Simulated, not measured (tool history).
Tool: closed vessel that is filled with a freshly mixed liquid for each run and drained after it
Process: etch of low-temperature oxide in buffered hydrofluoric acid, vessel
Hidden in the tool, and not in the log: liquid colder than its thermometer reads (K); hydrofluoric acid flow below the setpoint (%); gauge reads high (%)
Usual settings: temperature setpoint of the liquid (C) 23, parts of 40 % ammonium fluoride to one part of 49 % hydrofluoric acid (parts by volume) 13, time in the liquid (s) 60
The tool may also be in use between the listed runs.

run	day	temperature setpoint of the liquid (C)	parts of 40 % ammonium fluoride to one part of 49 % hydrofluoric acid (parts by volume)	time in the liquid (s)	wafers since the last listed run	hours since the thermometer was replaced	hours since the hydrofluoric acid flow meter was replaced	hours since the gauge calibration	read-back film thickness of the low-temperature oxide reference wafer, read on the same gauge (nm)	thickness taken off the low-temperature oxide on a monitor wafer (nm)
1	0	23	13	50	0	986.6	2374.7	416.8	60.02	67.89
2	0.858	23	15.5	60	2595	1007.2	2395.3	437.4	59.99	67.66
# day 1.717: gauge calibrated
3	1.933	23	15.5	60	3250	1033	2421.1	5.2	59.96	68.29
4	2.471	23	13	60	1625	1045.9	2434	18.1	59.98	81.06
5	3.221	23	13	60	2267	1063.9	2452	36.1	60.03	79.95
6	4.154	19.5	13	60	2822	1086.3	2474.4	58.5	60.04	65.51
7	5.367	19.5	13	60	3666	1115.4	2503.5	87.6	60.02	65.82
8	6.742	23	13	60	4157	1148.4	2536.5	120.6	60.02	79.45
9	7.821	23	13	60	3262	1174.3	2562.4	146.5	59.98	80.2
# day 8.525: hydrofluoric acid flow meter replaced
10	8.579	23	13	60	2166	1192.5	1.3	164.7	60.01	79.7
# day 8.9: thermometer replaced
11	9.821	23	13	35	3628	22.1	31.1	194.5	60.01	43.51
12	11.242	21	13	60	4296	56.2	65.2	228.6	60	65.37
# day 11.854: thermometer replaced, repeated, since the last time left the tool worse
13	12.004	23	13	60	2179	3.6	83.5	246.9	60	87.28
14	13.067	23	13	60	3212	29.1	109	272.4	60	87.47
15	13.638	26.5	17	80	1725	42.8	122.7	286.1	59.99	107.58
16	14.896	23	10	35	3804	73	152.9	316.3	59.94	66.44
17	15.533	23	13	60	1927	88.3	168.2	331.6	60.02	86.32
18	16.767	27	16	75	3729	117.9	197.8	361.2	60.03	109.53
# day 17.083: gauge calibrated
19	18.042	23	13	85	3855	148.5	228.4	23	59.96	123.81
20	19.167	21.5	13	60	3401	175.5	255.4	50	60	79.26
21	20.358	21	16	85	3603	204.1	284	78.6	59.98	89.54
22	21.538	23	13	60	3565	232.4	312.3	106.9	59.98	86.73
23	22.05	18.5	16	60	1549	244.7	324.6	119.2	59.96	55.05
24	22.958	26	16	35	2746	266.5	346.4	141	60.02	47.63

Forecast each of these 5 alternatives for the next run:
A	22.988	23	13	60	88	267.2	347.1	141.7	?	?
B	22.988	18.5	10.5	30	88	267.2	347.1	141.7	?	?
C	22.988	23	13	80	88	267.2	347.1	141.7	?	?
D	22.988	23	9.5	30	88	267.2	347.1	141.7	?	?
E	22.988	25.5	13	50	88	267.2	347.1	141.7	?	?

run	read-back film thickness of the low-temperature oxide reference wafer, read on the same gauge (nm)	thickness taken off the low-temperature oxide on a monitor wafer (nm)
A	59.97	85.27
B	59.97	40.84
C	59.97	113.7
D	59.97	56.89
E	59.97	81.47
Without the tool's hidden state the same runs would have given:
run	thickness taken off the low-temperature oxide on a monitor wafer (nm)
A	87.8
B	42.09
C	117.06
D	58.57
E	83.84

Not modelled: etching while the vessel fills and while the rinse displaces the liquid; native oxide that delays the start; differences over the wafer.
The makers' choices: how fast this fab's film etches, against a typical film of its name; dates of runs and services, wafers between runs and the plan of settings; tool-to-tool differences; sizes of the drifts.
